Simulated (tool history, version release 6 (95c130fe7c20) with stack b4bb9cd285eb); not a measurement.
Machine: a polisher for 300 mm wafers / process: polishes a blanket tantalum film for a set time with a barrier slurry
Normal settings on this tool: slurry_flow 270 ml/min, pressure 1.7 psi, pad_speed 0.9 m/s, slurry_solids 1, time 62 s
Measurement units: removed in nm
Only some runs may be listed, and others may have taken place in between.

run	day	slurry_flow	pressure	pad_speed	slurry_solids	time	wafers since the last listed run	wafers polished on this pad	hours since the slurry nozzle was cleaned	hours since the head pressure was calibrated	hours since the slurry blender was calibrated	incoming thickness of the incoming film, nm	removed
1	0	270	1.7	0.9	1	62	0	278	123.6	882.9	262.3	220	72.5
2	1.754	270	1.7	0.9	1	62	342	620	165.7	925	304.4	219.7	71.7
3	3.267	270	1.7	0.9	1	62	295	916	202	961.3	340.7	223.1	70.2
4	4.517	270	1.7	0.9	1	62	244	1160	232	991.3	370.7	218.7	69.6
# day 5.104: worn pad replaced by a new one
# day 5.362: slurry blender recalibrated
5	5.792	270	1.7	0.9	1	62	200	118	262.6	1021.9	10.3	222.9	65.7
6	8.017	270	1.7	0.9	1	62	434	553	316	1075.3	63.7	218	63.8
7	9.179	270	1.7	0.9	1	62	227	780	343.9	1103.2	91.6	220.5	63.9
8	10.542	220	1.7	0.9	1	62	266	1046	376.6	1135.9	124.3	218.4	62.5
# day 11: worn pad replaced by a new one, repeated, since the last time left the tool worse
9	12.675	220	1.7	0.9	1	62	384	327	427.8	1187.1	175.5	223.2	71.2
10	14.533	360	1.9	1.14	1	62	363	690	472.4	1231.7	220.1	219.6	95.4
11	16.442	235	2	0.9	1	78	372	1063	518.2	1277.5	265.9	219.8	102.4
# day 16.679: head pressure recalibrated
# day 17.904: slurry nozzle cleaned
# day 18.617: worn pad replaced by a new one
12	19.154	270	1.7	0.9	1	62	473	105	30	59.4	331	222.9	72.8
# day 20.458: slurry blender recalibrated
13	21.862	220	1.7	0.9	1	62	513	618	95	124.4	33.7	219	71.4
14	23.533	310	1.9	0.9	1.1	79	326	944	135.1	164.5	73.8	223.7	104.1
# day 25.525: worn pad replaced by a new one
15	25.838	270	1.7	0.9	1	62	417	61	190.4	219.8	129.1	219	72.4
16	28.421	245	1.2	1.12	1	62	504	565	252.4	281.8	191.1	218.7	57.8
17	30.617	270	1.7	0.9	1	62	429	995	305.1	334.5	243.8	221.7	70
18	31.638	270	1.4	1.16	1	62	199	1194	329.6	359	268.3	220	68.5

5 options for the next run, each taken on its own from the tool as it stands now. Forecast them:
A	31.654	270	1.7	1.02	1	62	3	1197	330	359.4	268.7	217.3	?
B	31.654	305	2.3	0.9	1	68	3	1197	330	359.4	268.7	217.3	?
C	31.654	335	1.3	0.9	0.9	71	3	1197	330	359.4	268.7	217.3	?
D	31.654	220	1.2	0.9	1	62	3	1197	330	359.4	268.7	217.3	?
E	31.654	270	2.2	0.9	1	62	3	1197	330	359.4	268.7	217.3	?

run	removed
A	75.5
B	103.3
C	60.6
D	48.6
E	89.2
Take away the tool's hidden state, keep each run's random variation, and the runs would have read:
run	removed
A	80.8
B	110.5
C	64.9
D	52
E	95.4
